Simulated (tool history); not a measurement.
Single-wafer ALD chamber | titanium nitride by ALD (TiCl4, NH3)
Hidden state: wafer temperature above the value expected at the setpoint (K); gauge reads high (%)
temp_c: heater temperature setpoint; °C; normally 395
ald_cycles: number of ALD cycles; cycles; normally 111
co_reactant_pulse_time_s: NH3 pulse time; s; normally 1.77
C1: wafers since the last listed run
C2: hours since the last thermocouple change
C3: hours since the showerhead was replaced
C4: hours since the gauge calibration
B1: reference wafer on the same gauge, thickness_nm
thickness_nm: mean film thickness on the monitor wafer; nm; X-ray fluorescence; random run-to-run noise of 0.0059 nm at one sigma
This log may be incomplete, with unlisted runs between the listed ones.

run 1 hour=0.0 | temp_c=406 ald_cycles=111 co_reactant_pulse_time_s=1.77 | C1=0 C2=1961.6 C3=5424.4 C4=101.5 | B1=2.781 | thickness_nm=2.378
run 2 hour=14.3 | temp_c=395 ald_cycles=111 co_reactant_pulse_time_s=1.99 | C1=35 C2=1975.9 C3=5438.7 C4=115.8 | B1=2.780 | thickness_nm=2.363
run 3 hour=25.3 | temp_c=395 ald_cycles=111 co_reactant_pulse_time_s=1.99 | C1=27 C2=1986.9 C3=5449.7 C4=126.8 | B1=2.780 | thickness_nm=2.369
-- hour=31.5 gauge calibrated
run 4 hour=77.8 | temp_c=395 ald_cycles=111 co_reactant_pulse_time_s=1.99 | C1=129 C2=2039.4 C3=5502.2 C4=46.3 | B1=2.778 | thickness_nm=2.371
run 5 hour=91.5 | temp_c=395 ald_cycles=111 co_reactant_pulse_time_s=1.77 | C1=33 C2=2053.1 C3=5515.9 C4=60.0 | B1=2.779 | thickness_nm=2.340
run 6 hour=103.4 | temp_c=395 ald_cycles=111 co_reactant_pulse_time_s=1.77 | C1=29 C2=2065.0 C3=5527.8 C4=71.9 | B1=2.780 | thickness_nm=2.346
-- hour=121.4 thermocouple changed; heater temperature recalibrated
run 7 hour=121.9 | temp_c=395 ald_cycles=111 co_reactant_pulse_time_s=1.77 | C1=25 C2=0.5 C3=5546.3 C4=90.4 | B1=2.780 | thickness_nm=2.355
run 8 hour=130.7 | temp_c=395 ald_cycles=111 co_reactant_pulse_time_s=1.77 | C1=21 C2=9.3 C3=5555.1 C4=99.2 | B1=2.782 | thickness_nm=2.355
run 9 hour=140.5 | temp_c=400 ald_cycles=130 co_reactant_pulse_time_s=2.42 | C1=24 C2=19.1 C3=5564.9 C4=109.0 | B1=2.777 | thickness_nm=2.800
-- hour=154.7 showerhead replaced
run 10 hour=155.2 | temp_c=395 ald_cycles=111 co_reactant_pulse_time_s=1.77 | C1=16 C2=33.8 C3=0.5 C4=123.7 | B1=2.780 | thickness_nm=2.346
-- hour=158.7 gauge calibrated
run 11 hour=164.1 | temp_c=395 ald_cycles=111 co_reactant_pulse_time_s=1.77 | C1=22 C2=42.7 C3=9.4 C4=5.4 | B1=2.781 | thickness_nm=2.349
run 12 hour=171.3 | temp_c=395 ald_cycles=111 co_reactant_pulse_time_s=1.77 | C1=17 C2=49.9 C3=16.6 C4=12.6 | B1=2.778 | thickness_nm=2.360
run 13 hour=184.7 | temp_c=404 ald_cycles=100 co_reactant_pulse_time_s=1.37 | C1=33 C2=63.3 C3=30.0 C4=26.0 | B1=2.780 | thickness_nm=2.108
run 14 hour=190.8 | temp_c=399 ald_cycles=118 co_reactant_pulse_time_s=1.77 | C1=15 C2=69.4 C3=36.1 C4=32.1 | B1=2.780 | thickness_nm=2.516
run 15 hour=200.6 | temp_c=402 ald_cycles=123 co_reactant_pulse_time_s=2.37 | C1=24 C2=79.2 C3=45.9 C4=41.9 | B1=2.778 | thickness_nm=2.645
run 16 hour=214.8 | temp_c=395 ald_cycles=101 co_reactant_pulse_time_s=1.17 | C1=35 C2=93.4 C3=60.1 C4=56.1 | B1=2.778 | thickness_nm=2.090

What if the next run were any one of these 5? Each begins from the tool's condition after run 16:
run A hour=215.4 | temp_c=395 ald_cycles=123 co_reactant_pulse_time_s=1.77 | C1=1 C2=94.0 C3=60.7 C4=56.7 | B1=? | thickness_nm=?
run B hour=215.4 | temp_c=399 ald_cycles=111 co_reactant_pulse_time_s=1.77 | C1=1 C2=94.0 C3=60.7 C4=56.7 | B1=? | thickness_nm=?
run C hour=215.4 | temp_c=401 ald_cycles=123 co_reactant_pulse_time_s=1.57 | C1=1 C2=94.0 C3=60.7 C4=56.7 | B1=? | thickness_nm=?
run D hour=215.4 | temp_c=385 ald_cycles=111 co_reactant_pulse_time_s=1.23 | C1=1 C2=94.0 C3=60.7 C4=56.7 | B1=? | thickness_nm=?
run E hour=215.4 | temp_c=380 ald_cycles=129 co_reactant_pulse_time_s=1.77 | C1=1 C2=94.0 C3=60.7 C4=56.7 | B1=? | thickness_nm=?

run=A B1=2.779 thickness_nm=2.611
run=B B1=2.779 thickness_nm=2.366
run=C B1=2.779 thickness_nm=2.612
run=D B1=2.779 thickness_nm=2.281
run=E B1=2.779 thickness_nm=2.695
Without the tool's unlogged condition, the same runs would have read:
run=A thickness_nm=2.611
run=B thickness_nm=2.366
run=C thickness_nm=2.612
run=D thickness_nm=2.281
run=E thickness_nm=2.695
